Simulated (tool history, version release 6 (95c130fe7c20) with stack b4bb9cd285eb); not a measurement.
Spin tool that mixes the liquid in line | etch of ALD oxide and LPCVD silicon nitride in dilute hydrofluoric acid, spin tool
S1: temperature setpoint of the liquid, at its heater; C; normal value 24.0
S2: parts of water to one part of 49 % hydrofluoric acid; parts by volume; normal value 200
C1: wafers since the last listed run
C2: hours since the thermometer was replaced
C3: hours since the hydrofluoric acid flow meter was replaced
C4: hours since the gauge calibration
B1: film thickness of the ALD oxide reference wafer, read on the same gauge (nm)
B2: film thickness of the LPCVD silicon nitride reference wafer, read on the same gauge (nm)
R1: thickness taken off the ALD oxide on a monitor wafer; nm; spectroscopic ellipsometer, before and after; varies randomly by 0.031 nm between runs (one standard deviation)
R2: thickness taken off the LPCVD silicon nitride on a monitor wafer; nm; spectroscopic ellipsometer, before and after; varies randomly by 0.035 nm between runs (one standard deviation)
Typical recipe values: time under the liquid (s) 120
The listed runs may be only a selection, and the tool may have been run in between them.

run 1 hour=0.0 | S1=24.0 S2=200 time_under_the_liquid_(s)=70 | C1=0 C2=1739.3 C3=578.3 C4=838.5 | B1=100.03 B2=80.016 | R1=2.81 R2=0.152
run 2 hour=28.0 | S1=24.0 S2=200 time_under_the_liquid_(s)=120 | C1=198 C2=1767.3 C3=606.3 C4=866.5 | B1=99.99 B2=79.987 | R1=4.82 R2=0.315
run 3 hour=56.4 | S1=24.0 S2=200 time_under_the_liquid_(s)=120 | C1=200 C2=1795.7 C3=634.7 C4=894.9 | B1=100.05 B2=80.020 | R1=4.80 R2=0.195
run 4 hour=103.8 | S1=24.0 S2=200 time_under_the_liquid_(s)=120 | C1=335 C2=1843.1 C3=682.1 C4=942.3 | B1=100.00 B2=79.968 | R1=4.72 R2=0.245
run 5 hour=157.1 | S1=24.0 S2=200 time_under_the_liquid_(s)=120 | C1=376 C2=1896.4 C3=735.4 C4=995.6 | B1=99.94 B2=79.960 | R1=4.71 R2=0.358
-- hour=184.6 hydrofluoric acid flow meter replaced
run 6 hour=212.6 | S1=24.0 S2=200 time_under_the_liquid_(s)=120 | C1=385 C2=1951.9 C3=28.0 C4=1051.1 | B1=100.04 B2=80.027 | R1=5.04 R2=0.270
run 7 hour=237.8 | S1=24.0 S2=200 time_under_the_liquid_(s)=120 | C1=178 C2=1977.1 C3=53.2 C4=1076.3 | B1=100.04 B2=79.972 | R1=4.97 R2=0.247
run 8 hour=307.6 | S1=24.0 S2=200 time_under_the_liquid_(s)=120 | C1=493 C2=2046.9 C3=123.0 C4=1146.1 | B1=100.01 B2=80.021 | R1=4.92 R2=0.248
run 9 hour=370.1 | S1=24.0 S2=200 time_under_the_liquid_(s)=120 | C1=442 C2=2109.4 C3=185.5 C4=1208.6 | B1=100.03 B2=79.985 | R1=4.94 R2=0.262
run 10 hour=399.5 | S1=24.0 S2=200 time_under_the_liquid_(s)=120 | C1=207 C2=2138.8 C3=214.9 C4=1238.0 | B1=100.02 B2=80.039 | R1=4.94 R2=0.323
run 11 hour=424.2 | S1=24.0 S2=280 time_under_the_liquid_(s)=120 | C1=174 C2=2163.5 C3=239.6 C4=1262.7 | B1=99.99 B2=80.011 | R1=3.21 R2=0.216
run 12 hour=486.1 | S1=24.0 S2=200 time_under_the_liquid_(s)=175 | C1=437 C2=2225.4 C3=301.5 C4=1324.6 | B1=100.01 B2=79.977 | R1=7.10 R2=0.399
run 13 hour=517.2 | S1=24.0 S2=255 time_under_the_liquid_(s)=55 | C1=219 C2=2256.5 C3=332.6 C4=1355.7 | B1=100.00 B2=79.978 | R1=1.67 R2=0.099
run 14 hour=585.6 | S1=27.5 S2=200 time_under_the_liquid_(s)=140 | C1=483 C2=2324.9 C3=401.0 C4=1424.1 | B1=100.00 B2=80.032 | R1=6.46 R2=0.529
-- hour=618.2 thermometer replaced
run 15 hour=622.8 | S1=24.0 S2=200 time_under_the_liquid_(s)=120 | C1=256 C2=4.6 C3=438.2 C4=1461.3 | B1=99.97 B2=80.011 | R1=4.88 R2=0.352
-- hour=698.8 gauge calibrated
run 16 hour=785.2 | S1=24.0 S2=200 time_under_the_liquid_(s)=120 | C1=1148 C2=167.0 C3=600.6 C4=86.4 | B1=99.99 B2=80.014 | R1=4.84 R2=0.283
run 17 hour=818.0 | S1=24.0 S2=200 time_under_the_liquid_(s)=95 | C1=231 C2=199.8 C3=633.4 C4=119.2 | B1=100.02 B2=80.035 | R1=3.83 R2=0.193
run 18 hour=877.7 | S1=20.0 S2=225 time_under_the_liquid_(s)=175 | C1=422 C2=259.5 C3=693.1 C4=178.9 | B1=99.99 B2=80.007 | R1=5.21 R2=0.303
run 19 hour=917.6 | S1=26.0 S2=200 time_under_the_liquid_(s)=155 | C1=282 C2=299.4 C3=733.0 C4=218.8 | B1=99.98 B2=80.006 | R1=6.69 R2=0.388
run 20 hour=988.2 | S1=26.5 S2=275 time_under_the_liquid_(s)=175 | C1=499 C2=370.0 C3=803.6 C4=289.4 | B1=100.00 B2=79.991 | R1=5.06 R2=0.340
run 21 hour=1029.2 | S1=29.0 S2=140 time_under_the_liquid_(s)=75 | C1=289 C2=411.0 C3=844.6 C4=330.4 | B1=100.04 B2=80.058 | R1=5.50 R2=0.291
-- hour=1042.1 hydrofluoric acid flow meter replaced
run 22 hour=1070.6 | S1=24.0 S2=280 time_under_the_liquid_(s)=95 | C1=285 C2=452.4 C3=28.5 C4=371.8 | B1=99.96 B2=80.017 | R1=2.61 R2=0.185
run 23 hour=1102.3 | S1=24.0 S2=200 time_under_the_liquid_(s)=120 | C1=224 C2=484.1 C3=60.2 C4=403.5 | B1=99.96 B2=79.982 | R1=4.98 R2=0.262
run 24 hour=1130.3 | S1=25.5 S2=105 time_under_the_liquid_(s)=120 | C1=198 C2=512.1 C3=88.2 C4=431.5 | B1=100.03 B2=79.998 | R1=11.26 R2=0.606

Run 25 comes next. What will it give?
run 25 hour=1175.2 | S1=21.5 S2=200 time_under_the_liquid_(s)=140 | C1=317 C2=557.0 C3=133.1 C4=476.4 | B1=? B2=? | R1=? R2=?

{"run 25": {"B1": 100.04, "B2": 80.024, "R1": 5.28, "R2": 0.259}}
With no hidden state in the tool, this same run would have given R1 5.36 nm, R2 0.263 nm.

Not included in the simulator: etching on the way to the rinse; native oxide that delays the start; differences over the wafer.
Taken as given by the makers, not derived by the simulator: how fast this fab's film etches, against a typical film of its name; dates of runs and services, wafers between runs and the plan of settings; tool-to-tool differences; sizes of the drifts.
